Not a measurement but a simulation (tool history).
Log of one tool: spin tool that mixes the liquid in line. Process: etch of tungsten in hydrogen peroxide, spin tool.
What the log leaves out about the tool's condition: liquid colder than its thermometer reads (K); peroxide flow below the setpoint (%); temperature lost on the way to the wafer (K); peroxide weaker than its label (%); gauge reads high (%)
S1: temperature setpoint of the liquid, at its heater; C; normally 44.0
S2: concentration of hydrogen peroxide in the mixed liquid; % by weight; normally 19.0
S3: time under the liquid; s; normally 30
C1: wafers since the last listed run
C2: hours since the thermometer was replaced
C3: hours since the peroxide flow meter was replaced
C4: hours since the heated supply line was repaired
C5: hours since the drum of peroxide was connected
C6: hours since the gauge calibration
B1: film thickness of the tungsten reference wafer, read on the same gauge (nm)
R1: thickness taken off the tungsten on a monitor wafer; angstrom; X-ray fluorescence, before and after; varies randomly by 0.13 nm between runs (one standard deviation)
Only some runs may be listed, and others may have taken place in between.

Run 1, day 0.000: usual settings; C1 0; C2 980.6; C3 2402.7; C4 771.2; C5 969.5; C6 130.8; B1 99.98. Result: R1 116.6 angstrom.
Run 2, day 0.612: usual settings; C1 197; C2 995.3; C3 2417.4; C4 785.9; C5 984.2; C6 145.5; B1 100.00. Result: R1 117.4 angstrom.
Run 3, day 1.112: usual settings; C1 161; C2 1007.3; C3 2429.4; C4 797.9; C5 996.2; C6 157.5; B1 100.00. Result: R1 116.6 angstrom.
Run 4, day 1.433: usual settings but S2 22.0 % by weight; C1 103; C2 1015.0; C3 2437.1; C4 805.6; C5 1003.9; C6 165.2; B1 100.02. Result: R1 124.1 angstrom.
Run 5, day 1.925: usual settings but S2 22.0 % by weight; C1 158; C2 1026.8; C3 2448.9; C4 817.4; C5 1015.7; C6 177.0; B1 100.00. Result: R1 124.7 angstrom.
Run 6, day 2.217: usual settings but S2 22.0 % by weight; C1 94; C2 1033.8; C3 2455.9; C4 824.4; C5 1022.7; C6 184.0; B1 100.02. Result: R1 123.6 angstrom.
Run 7, day 2.954: usual settings; C1 238; C2 1051.5; C3 2473.6; C4 842.1; C5 1040.4; C6 201.7; B1 100.00. Result: R1 114.1 angstrom.
At day 3.371: thermometer replaced.
Run 8, day 3.392: usual settings; C1 127; C2 0.5; C3 2484.1; C4 852.6; C5 1050.9; C6 212.2; B1 100.01. Result: R1 135.9 angstrom.
At day 3.679: gauge calibrated.
At day 3.792: heated supply line repaired.
Run 9, day 3.925: usual settings; C1 158; C2 13.3; C3 2496.9; C4 3.2; C5 1063.7; C6 5.9; B1 100.01. Result: R1 176.1 angstrom.
Run 10, day 4.662: usual settings but S1 48.5 C; C1 238; C2 31.0; C3 2514.6; C4 20.9; C5 1081.4; C6 23.6; B1 99.96. Result: R1 230.5 angstrom.
At day 4.858: new drum of peroxide connected.
At day 5.096: peroxide flow meter replaced.
Run 11, day 5.325: usual settings but S1 35.0 C; C1 187; C2 46.9; C3 5.5; C4 36.8; C5 11.2; C6 39.5; B1 99.98. Result: R1 96.0 angstrom.
Run 12, day 5.879: usual settings; C1 179; C2 60.2; C3 18.8; C4 50.1; C5 24.5; C6 52.8; B1 100.00. Result: R1 172.3 angstrom.
Run 13, day 6.292: usual settings but S1 36.0 C, S2 16.0 % by weight, S3 15 s; C1 133; C2 70.1; C3 28.7; C4 60.0; C5 34.4; C6 62.7; B1 99.99. Result: R1 46.6 angstrom.
Run 14, day 6.979: usual settings; C1 222; C2 86.6; C3 45.2; C4 76.5; C5 50.9; C6 79.2; B1 99.99. Result: R1 170.7 angstrom.
Run 15, day 7.350: usual settings but S2 21.5 % by weight, S3 45 s; C1 119; C2 95.5; C3 54.1; C4 85.4; C5 59.8; C6 88.1; B1 99.98. Result: R1 266.5 angstrom.
Run 16, day 7.683: usual settings but S1 41.5 C, S2 17.0 % by weight, S3 15 s; C1 107; C2 103.5; C3 62.1; C4 93.4; C5 67.8; C6 96.1; B1 99.99. Result: R1 67.8 angstrom.
Run 17, day 8.054: usual settings; C1 119; C2 112.4; C3 71.0; C4 102.3; C5 76.7; C6 105.0; B1 99.98. Result: R1 166.3 angstrom.
Run 18, day 8.329: usual settings but S1 51.5 C, S2 17.0 % by weight, S3 50 s; C1 88; C2 119.0; C3 77.6; C4 108.9; C5 83.3; C6 111.6; B1 100.00. Result: R1 424.5 angstrom.
Run 19, day 8.792: usual settings but S1 52.0 C, S2 20.5 % by weight, S3 20 s; C1 149; C2 130.1; C3 88.7; C4 120.0; C5 94.4; C6 122.7; B1 100.03. Result: R1 189.9 angstrom.
Run 20, day 9.242: usual settings but S1 49.0 C, S2 16.0 % by weight, S3 40 s; C1 145; C2 140.9; C3 99.5; C4 130.8; C5 105.2; C6 133.5; B1 99.99. Result: R1 279.2 angstrom.

Entry by entry between the runs, the difference in hidden state between the last listed run before and the first listed run after:
Between runs 7 and 8: thermometer replaced (day 3.371)
  liquid colder than its thermometer reads (K): 2.9 -> 0.185; temperature lost on the way to the wafer (K): 4.37 -> 4.42
  measured value less the no-hidden-state value, R1: -68.8 -> -46.9 angstrom
Between runs 8 and 9: gauge calibrated (day 3.679); heated supply line repaired (day 3.792)
  liquid colder than its thermometer reads (K): 0.185 -> 0.218; temperature lost on the way to the wafer (K): 4.42 -> 0.396
  measured value less the no-hidden-state value, R1: -46.9 -> -6.9 angstrom
Between runs 10 and 11: new drum of peroxide connected (day 4.858); peroxide flow meter replaced (day 5.096)
  liquid colder than its thermometer reads (K): 0.263 -> 0.304; temperature lost on the way to the wafer (K): 0.482 -> 0.559
  measured value less the no-hidden-state value, R1: -10.8 -> -5.7 angstrom
